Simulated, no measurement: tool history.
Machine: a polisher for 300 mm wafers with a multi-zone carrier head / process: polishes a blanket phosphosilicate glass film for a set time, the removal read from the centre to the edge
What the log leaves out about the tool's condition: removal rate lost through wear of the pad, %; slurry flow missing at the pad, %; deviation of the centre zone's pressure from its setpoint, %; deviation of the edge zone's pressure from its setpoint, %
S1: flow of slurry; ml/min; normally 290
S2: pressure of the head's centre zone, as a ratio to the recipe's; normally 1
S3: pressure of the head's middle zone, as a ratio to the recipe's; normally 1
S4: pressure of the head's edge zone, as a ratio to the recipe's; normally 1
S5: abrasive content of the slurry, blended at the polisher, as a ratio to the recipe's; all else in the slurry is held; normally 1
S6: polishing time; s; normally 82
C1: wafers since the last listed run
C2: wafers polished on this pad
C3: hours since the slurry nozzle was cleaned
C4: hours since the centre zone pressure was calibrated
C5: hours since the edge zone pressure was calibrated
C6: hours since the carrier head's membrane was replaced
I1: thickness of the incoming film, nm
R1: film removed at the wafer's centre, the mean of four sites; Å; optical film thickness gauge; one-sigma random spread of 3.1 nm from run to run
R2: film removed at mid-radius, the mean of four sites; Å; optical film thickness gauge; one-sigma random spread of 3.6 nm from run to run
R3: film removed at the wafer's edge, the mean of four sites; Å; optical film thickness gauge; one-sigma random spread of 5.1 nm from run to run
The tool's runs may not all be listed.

run,hour,S1,S2,S3,S4,S5,S6,C1,C2,C3,C4,C5,C6,I1,R1,R2,R3
1,0,345,1,1.04,1,0.9,82,0,2112,231,227.6,796.5,480.4,3880.4,3901,4041,4009
2,63.8,290,1,1,1.05,1,82,298,2411,294.8,291.4,860.3,544.2,3842.4,4165,4178,4422
# hour 66: edge zone pressure recalibrated
# hour 96.1: worn pad replaced by a new one
3,123.2,290,1,1,1.04,1,82,250,126,354.2,350.8,57.2,603.6,3879.9,4128,4141,4332
4,166.6,380,1.1,1,0.92,1.1,82,203,330,397.6,394.2,100.6,647,3948.1,4845,4568,4487
5,205.9,290,1,1,1,1,82,184,514,436.9,433.5,139.9,686.3,3861.9,4141,4177,4305
6,362.7,290,1,1.07,1.12,1,82,734,1248,593.7,590.3,296.7,843.1,3896.1,4219,4424,4545
7,389.4,290,1,1,1,1,82,125,1373,620.4,617,323.4,869.8,3840.1,4133,4158,4349
8,414.4,290,1,1,1,1,82,117,1490,645.4,642,348.4,894.8,3882.2,4111,4168,4333
# hour 542.7: worn pad replaced by a new one
9,565.7,290,1,1,1,0.85,82,689,107,796.7,793.3,499.7,1046.1,3886.7,3687,3730,3847
# hour 596.9: slurry nozzle cleaned
10,624.2,375,1,1,1,1,60,269,377,27.3,851.8,558.2,1104.6,3919.2,3139,3095,3167
11,651.2,290,0.94,1,1,1,82,126,503,54.3,878.8,585.2,1131.6,3865.5,3969,4196,4311
12,715.4,290,1,1,0.94,1.2,82,300,804,118.5,943,649.4,1195.8,3879.3,4674,4645,4604
13,750.9,290,1,1,1,1,82,166,970,154,978.5,684.9,1231.3,3936.1,4203,4181,4377
14,804,365,1,0.88,1.07,1,95,248,1218,207.1,1031.6,738,1284.4,3919.4,4901,4396,5286
15,856.4,220,0.92,1,1,0.9,82,245,1464,259.5,1084,790.4,1336.8,3847.5,3528,3799,3882
# hour 865.4: edge zone pressure recalibrated
16,908.7,290,1,1,1,1.3,82,235,1699,311.8,1136.3,43.3,1389.1,3920.5,4849,4852,4997
17,934.8,290,1,1,1,1,82,122,1822,337.9,1162.4,69.4,1415.2,3929.6,4127,4195,4322
# hour 984.3: worn pad replaced by a new one
18,1004.8,290,0.92,1.03,1,1,68,309,95,407.9,1232.4,139.4,1485.2,3920.3,3255,3530,3586
19,1073.7,290,1,1,1,1,82,322,418,476.8,1301.3,208.3,1554.1,3887.2,4182,4166,4283
20,1126.4,290,1,0.97,1.09,1.3,73,246,665,529.5,1354,261,1606.8,3966.4,4341,4148,4654
21,1166.9,290,0.97,1,1,1,82,189,854,570,1394.5,301.5,1647.3,3910.6,4073,4161,4249

What if the next run were any one of these 4? Each begins from the tool's condition after run 21:
A,1167.4,290,0.92,1,1,1,82,2,857,570.5,1395,302,1647.8,3855.7,?,?,?
B,1167.4,365,1,1,1.09,0.9,82,2,857,570.5,1395,302,1647.8,3855.7,?,?,?
C,1167.4,290,1.1,1,0.96,1,82,2,857,570.5,1395,302,1647.8,3855.7,?,?,?
D,1167.4,290,1,1,1,1,96,2,857,570.5,1395,302,1647.8,3855.7,?,?,?

run,R1,R2,R3
A,3907,4197,4285
B,3917,3953,4197
C,4451,4194,4202
D,4857,4912,5017
What these runs would have given with no unlogged condition in the tool:
run,R1,R2,R3
A,3907,4197,4285
B,3917,3953,4197
C,4451,4194,4202
D,4857,4912,5017
